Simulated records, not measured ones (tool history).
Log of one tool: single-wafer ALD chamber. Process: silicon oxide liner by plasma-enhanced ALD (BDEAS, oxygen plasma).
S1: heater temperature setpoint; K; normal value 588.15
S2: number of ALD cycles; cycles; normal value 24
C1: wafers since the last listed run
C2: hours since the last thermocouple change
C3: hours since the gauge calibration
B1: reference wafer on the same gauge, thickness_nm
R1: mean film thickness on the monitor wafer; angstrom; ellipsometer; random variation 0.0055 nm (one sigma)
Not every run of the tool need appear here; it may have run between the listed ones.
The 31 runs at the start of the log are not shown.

run,day,S1,S2,C1,C2,C3,B1,R1
32,19.912,588.15,24,119,185.5,195.7,2.564,21.89
33,20.233,596.15,24,56,193.2,203.4,2.563,21.55
34,20.592,593.15,21,62,201.8,212.0,2.567,18.99
35,21.125,575.15,24,93,214.6,224.8,2.566,22.45
36,21.421,598.15,21,51,221.7,231.9,2.567,18.89
37,22.083,588.15,24,115,237.6,247.8,2.568,21.90
38,22.633,601.15,19,96,250.8,261.0,2.570,17.03
39,22.950,578.15,28,55,258.4,268.6,2.570,26.04
40,23.392,588.15,24,77,269.0,279.2,2.573,22.04
41,23.650,588.15,21,45,275.2,285.4,2.575,19.22
42,24.396,595.15,24,130,293.1,303.3,2.575,21.71
43,26.375,584.15,23,345,340.6,350.8,2.583,21.31
44,26.775,596.15,20,69,350.2,360.4,2.584,18.16
45,27.479,582.15,23,123,367.1,377.3,2.588,21.44

Each row is a separate what-if for the run after 45, all from the same tool condition, not one after another. Results?
A,27.496,592.15,24,2,367.5,377.7,?,?
B,27.496,584.15,28,2,367.5,377.7,?,?
C,27.496,588.15,27,2,367.5,377.7,?,?
D,27.496,581.15,27,2,367.5,377.7,?,?

run,B1,R1
A,2.587,21.91
B,2.587,25.88
C,2.587,24.80
D,2.587,25.07
Had the tool no hidden state, the same runs would have come out as:
run,R1
A,21.67
B,25.61
C,24.54
D,24.81

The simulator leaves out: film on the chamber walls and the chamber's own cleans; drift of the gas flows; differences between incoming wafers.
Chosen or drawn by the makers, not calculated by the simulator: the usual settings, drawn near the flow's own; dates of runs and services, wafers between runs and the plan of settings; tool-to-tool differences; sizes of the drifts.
